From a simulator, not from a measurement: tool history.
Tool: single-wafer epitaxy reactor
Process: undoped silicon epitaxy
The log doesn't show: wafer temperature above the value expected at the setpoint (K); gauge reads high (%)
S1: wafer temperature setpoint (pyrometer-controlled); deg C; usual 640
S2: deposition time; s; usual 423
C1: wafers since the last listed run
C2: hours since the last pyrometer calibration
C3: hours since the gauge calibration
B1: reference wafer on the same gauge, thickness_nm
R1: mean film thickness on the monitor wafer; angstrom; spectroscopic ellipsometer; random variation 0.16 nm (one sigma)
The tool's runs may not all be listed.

run    hour   S1   S2   C1      C2      C3      B1      R1
  1       0  640  423    0   176.9   326.3  57.005  566.57
  2    41.1  640  423  246     218   367.4  57.026  566.55
  3    75.5  640  423  206   252.4   401.8  57.063  568.27
  4     140  640  377  386   316.9   466.3  57.109  505.13
  5     195  640  377  329   371.9   521.3  57.139  506.52
  6   240.8  640  377  274   417.7   567.1  57.138   506.2
  7   301.8  640  423  365   478.7   628.1  57.117  567.08
  8   363.2  640  423  367   540.1   689.5  57.072  567.97
  9   433.2  640  423  419   610.1   759.5  57.074  569.72
 10   466.4  640  423  198   643.3   792.7  57.076  566.41
 11   530.3  636  403  382   707.2   856.6   57.21  495.97
 12   596.5  636  403  396   773.4   922.8   57.11  498.66
 13     630  636  403  200   806.9   956.3  57.069  497.59
 14   672.1  644  368  252     849   998.4  57.069  528.89
 15   720.2  650  423  288   897.1  1046.5   57.05  685.56
 16     779  650  423  352   955.9  1105.3  57.131  683.59
 17     817  650  423  227   993.9  1143.3  57.019  682.53
 18   854.3  631  441  223  1031.2  1180.6  57.096  490.21
 19   922.7  645  400  409  1099.6    1249   57.11  582.14
 20   967.6  645  400  268  1144.5  1293.9  57.074  583.99
 21  1014.1  645  400  278    1191  1340.4  57.177  583.38
 22  1064.1  640  423  299    1241  1390.4  57.122  559.54
 23  1103.9  640  423  238  1280.8  1430.2  57.077   557.5
 24  1149.4  640  423  272  1326.3  1475.7  57.072  559.32
 25  1197.3  655  449  286  1374.2  1523.6  57.136  793.89
 26  1247.7  640  401  301  1424.6    1574  57.031  528.33
 27  1286.8  646  392  234  1463.7  1613.1  57.114  579.29
 28  1357.5  640  374  423  1534.4  1683.8  57.068   487.1
 29  1412.9  628  478  331  1589.8  1739.2   57.08  492.12
 30  1442.8  651  368  179  1619.7  1769.1  57.072  594.62
 31  1478.8  646  423  215  1655.7  1805.1  57.131  618.68
     1506.8  -- pyrometer calibrated
 32  1525.4  645  400  231    18.6  1851.7  57.108  589.44
     1586.4  -- gauge calibrated
 33  1595.1  640  423  417    88.3     8.7  57.096  567.32
 34  1651.2  640  490  335   144.4    64.8   57.09  656.38
 35  1720.1  648  367  412   213.3   133.7  57.069  575.29
 36  1748.5  640  423  170   241.7   162.1   57.03   565.8
 37  1773.2  640  423  147   266.4   186.8  57.099   563.5
 38  1841.1  652  394  406   334.3   254.7  57.111  662.62
 39  1885.9  634  369  268   379.1   299.5  57.174  437.52
 40  1957.5  628  449  428   450.7   371.1  57.076  472.36
 41  1986.7  640  423  174   479.9   400.3  57.081  562.76
 42  2016.7  652  342  179   509.9   430.3  57.115  575.68
 43  2071.4  640  423  327   564.6     485  57.036  562.04
 44  2105.4  644  343  203   598.6     519  57.135  494.13
 45  2193.6  647  451  528   686.8   607.2  57.119  686.14
 46  2339.5  640  423  873   832.7   753.1   57.21  563.05
 47  2367.1  640  423  165   860.3   780.7  57.149     565

Hidden state or all else? Some run-to-run changes of R1, split into what the settings, what came in and random variation would give without the hidden state, and what is left for the hidden state (with any gauge scatter that isn't in both results):
Run 24 -> 25: S1 640 -> 655, S2 423 -> 449. R1 +234.57 angstrom: hidden state -4.77, all else +239.34.
Run 25 -> 26: S1 655 -> 640, S2 449 -> 401. R1 -265.56 angstrom: hidden state +3.75, all else -269.31.
Run 31 -> 32: S1 646 -> 645, S2 423 -> 400, pyrometer calibrated. R1 -29.24 angstrom: hidden state +16.89, all else -46.13.
Run 38 -> 39: S1 652 -> 634, S2 394 -> 369. R1 -225.1 angstrom: hidden state +0.19, all else -225.29.

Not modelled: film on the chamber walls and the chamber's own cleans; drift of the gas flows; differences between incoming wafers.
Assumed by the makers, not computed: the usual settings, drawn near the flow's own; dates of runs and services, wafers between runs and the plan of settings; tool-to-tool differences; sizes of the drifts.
